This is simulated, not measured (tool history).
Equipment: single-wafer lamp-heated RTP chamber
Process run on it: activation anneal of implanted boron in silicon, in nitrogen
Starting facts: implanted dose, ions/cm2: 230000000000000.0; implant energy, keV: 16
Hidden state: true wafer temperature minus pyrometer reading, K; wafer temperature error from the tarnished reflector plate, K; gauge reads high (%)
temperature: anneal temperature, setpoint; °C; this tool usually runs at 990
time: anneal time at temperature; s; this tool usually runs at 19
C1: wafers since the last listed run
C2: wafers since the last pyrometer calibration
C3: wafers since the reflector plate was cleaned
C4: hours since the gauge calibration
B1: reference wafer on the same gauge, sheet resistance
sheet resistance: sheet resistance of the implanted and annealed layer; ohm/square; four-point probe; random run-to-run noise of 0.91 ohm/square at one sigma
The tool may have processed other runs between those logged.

Run 1, hour 0.0: usual settings; C1 0; C2 3214; C3 3673; C4 256.8; B1 356.04. Result: sheet resistance 430.15 ohm/square.
Run 2, hour 15.4: usual settings but time 14 s; C1 172; C2 3387; C3 3846; C4 272.2; B1 356.05. Result: sheet resistance 432.25 ohm/square.
Run 3, hour 32.0: usual settings; C1 186; C2 3573; C3 4032; C4 288.8; B1 356.07. Result: sheet resistance 430.78 ohm/square.
Run 4, hour 45.9: usual settings; C1 155; C2 3729; C3 4188; C4 302.7; B1 356.13. Result: sheet resistance 428.64 ohm/square.
Run 5, hour 60.6: usual settings but time 25 s; C1 164; C2 3894; C3 4353; C4 317.4; B1 356.04. Result: sheet resistance 428.26 ohm/square.
Run 6, hour 71.4: usual settings but time 25 s; C1 121; C2 4015; C3 4474; C4 328.2; B1 355.93. Result: sheet resistance 427.26 ohm/square.
Run 7, hour 88.6: usual settings but time 25 s; C1 192; C2 4208; C3 4667; C4 345.4; B1 355.84. Result: sheet resistance 427.14 ohm/square.
Run 8, hour 100.0: usual settings but temperature 1012 °C; C1 127; C2 4336; C3 4795; C4 356.8; B1 355.93. Result: sheet resistance 423.87 ohm/square.
Run 9, hour 107.2: usual settings but temperature 1012 °C; C1 80; C2 4416; C3 4876; C4 364.0; B1 355.97. Result: sheet resistance 423.53 ohm/square.
Run 10, hour 119.5: usual settings but time 13 s; C1 137; C2 4554; C3 5013; C4 376.3; B1 355.91. Result: sheet resistance 429.83 ohm/square.
Run 11, hour 128.0: usual settings; C1 95; C2 4649; C3 5109; C4 384.8; B1 355.84. Result: sheet resistance 429.32 ohm/square.
At hour 129.0: gauge calibrated.
Run 12, hour 137.4: usual settings; C1 105; C2 4755; C3 5214; C4 8.4; B1 355.96. Result: sheet resistance 427.90 ohm/square.
Run 13, hour 149.8: usual settings; C1 139; C2 4894; C3 5353; C4 20.8; B1 356.04. Result: sheet resistance 430.59 ohm/square.
Run 14, hour 156.4: usual settings; C1 74; C2 4968; C3 5427; C4 27.4; B1 356.06. Result: sheet resistance 430.08 ohm/square.
At hour 171.7: reflector plate cleaned.
Run 15, hour 172.2: usual settings but temperature 1002 °C, time 14 s; C1 87; C2 5055; C3 5; C4 43.2; B1 355.95. Result: sheet resistance 424.43 ohm/square.
Run 16, hour 180.3: usual settings but temperature 966 °C, time 12 s; C1 90; C2 5146; C3 96; C4 51.3; B1 356.04. Result: sheet resistance 451.27 ohm/square.
Run 17, hour 198.1: usual settings; C1 199; C2 5346; C3 296; C4 69.1; B1 355.96. Result: sheet resistance 427.74 ohm/square.
Run 18, hour 214.4: usual settings but temperature 1017 °C, time 24 s; C1 182; C2 5529; C3 478; C4 85.4; B1 356.20. Result: sheet resistance 422.97 ohm/square.
At hour 241.2: reflector plate cleaned, repeated, since the last time left the tool worse.
Run 19, hour 241.7: usual settings but temperature 981 °C, time 23 s; C1 216; C2 5745; C3 6; C4 112.7; B1 355.75. Result: sheet resistance 437.69 ohm/square.
At hour 253.5: pyrometer window cleaned and pyrometer calibrated.
Run 20, hour 276.0: usual settings but temperature 978 °C, time 23 s; C1 294; C2 251; C3 301; C4 147.0; B1 356.01. Result: sheet resistance 438.99 ohm/square.
Run 21, hour 287.7: usual settings but temperature 965 °C; C1 131; C2 383; C3 432; C4 158.7; B1 355.84. Result: sheet resistance 460.50 ohm/square.
Run 22, hour 305.6: usual settings; C1 200; C2 583; C3 632; C4 176.6; B1 356.02. Result: sheet resistance 431.34 ohm/square.
Run 23, hour 322.3: usual settings but temperature 982 °C, time 12 s; C1 187; C2 770; C3 820; C4 193.3; B1 355.90. Result: sheet resistance 440.90 ohm/square.

The next listed run, before its measurement:
Run 24, hour 339.0: usual settings but temperature 962 °C, time 26 s; C1 187; C2 958; C3 1007; C4 210.0; B1 ?. Result: sheet resistance ?.

B1: 355.90
sheet resistance: 458.53 ohm/square
Had the tool carried no hidden state, the very same run would have given sheet resistance 463.36 ohm/square.

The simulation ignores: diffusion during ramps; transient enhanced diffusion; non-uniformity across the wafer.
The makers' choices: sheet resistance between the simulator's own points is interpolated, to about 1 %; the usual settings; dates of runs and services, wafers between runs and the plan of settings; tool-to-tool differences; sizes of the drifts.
